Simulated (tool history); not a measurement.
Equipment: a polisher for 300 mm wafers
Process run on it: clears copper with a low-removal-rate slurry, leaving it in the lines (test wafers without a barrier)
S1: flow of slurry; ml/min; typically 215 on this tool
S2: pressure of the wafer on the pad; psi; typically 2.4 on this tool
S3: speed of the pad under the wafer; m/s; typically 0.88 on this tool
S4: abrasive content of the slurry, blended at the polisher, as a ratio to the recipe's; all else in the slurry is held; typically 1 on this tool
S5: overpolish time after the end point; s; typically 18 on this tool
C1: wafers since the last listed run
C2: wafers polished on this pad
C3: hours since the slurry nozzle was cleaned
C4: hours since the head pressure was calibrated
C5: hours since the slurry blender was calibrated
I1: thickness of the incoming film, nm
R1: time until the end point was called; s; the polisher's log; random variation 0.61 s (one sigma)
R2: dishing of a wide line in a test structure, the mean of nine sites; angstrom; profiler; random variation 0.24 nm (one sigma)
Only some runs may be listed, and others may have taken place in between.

run,day,S1,S2,S3,S4,S5,C1,C2,C3,C4,C5,I1,R1,R2
1,0.000,215,2.4,1.10,1,18,0,2329,222.4,301.5,184.0,166.4,63.4,255
2,2.429,215,2.4,1.10,1,18,460,2789,280.7,359.8,242.3,166.1,62.8,260
# day 3.125: worn pad replaced by a new one
3,5.912,215,2.4,1.10,1,18,628,527,364.3,443.4,325.9,166.2,64.5,257
# day 9.154: slurry nozzle cleaned
4,9.412,215,2.4,0.88,1,18,655,1182,6.2,527.4,409.9,166.1,78.1,222
# day 10.058: slurry blender recalibrated
5,11.946,215,2.4,0.88,1,18,464,1646,67.0,588.2,45.3,166.5,75.9,229
6,15.075,215,2.4,0.88,1,18,592,2239,142.1,663.3,120.4,167.5,76.6,230
# day 16.658: head pressure recalibrated
7,19.371,215,2.2,1.04,1,18,797,3037,245.2,65.1,223.5,163.4,71.2,237
# day 22.058: worn pad replaced by a new one
8,22.525,215,2.2,1.04,1,18,565,88,320.9,140.8,299.2,164.0,71.8,233
9,24.733,215,2.2,1.04,1,18,418,506,373.9,193.8,352.2,162.9,71.1,230
# day 26.433: slurry nozzle cleaned
10,26.558,215,2.4,0.88,1,20,337,844,3.0,237.6,396.0,167.5,79.3,238
# day 27.408: slurry blender recalibrated
11,30.475,215,2.4,0.88,1,20,726,1570,97.0,331.6,73.6,162.8,73.4,244
12,34.483,215,2.4,0.88,1,20,759,2329,193.2,427.8,169.8,161.3,74.7,246
# day 36.371: worn pad replaced by a new one
13,37.375,215,2.4,0.88,1,18,516,189,262.6,497.2,239.2,167.5,78.8,224
14,41.304,215,1.7,0.66,1,26,744,934,356.9,591.5,333.5,167.4,146.2,182
# day 41.929: slurry nozzle cleaned
15,43.571,215,2.4,0.88,1,18,421,1355,39.4,645.9,387.9,165.8,77.6,220
# day 45.583: slurry blender recalibrated
# day 49.392: head pressure recalibrated
16,49.862,215,2.4,0.70,1,13,1160,2515,190.4,11.3,102.7,167.5,94.6,150
17,53.142,215,1.6,1.04,1,18,621,3136,269.1,90.0,181.4,166.7,99.4,181
# day 54.021: worn pad replaced by a new one
18,55.162,215,2.2,0.98,1,18,351,216,317.6,138.5,229.9,162.9,74.4,224
# day 56.462: slurry nozzle cleaned
19,58.700,215,2.4,0.88,1,26,662,878,53.7,223.4,314.8,163.9,77.6,288

The next listed run, before its measurement:
# day 60.896: slurry blender recalibrated
20,61.033,215,2.4,0.88,1,18,426,1304,109.7,279.4,3.3,167.6,?,?

Run 20 produced R1 74.5 s, R2 231 angstrom.
With no hidden state in the tool, this same run would have given R1 73.5 s, R2 234 angstrom.
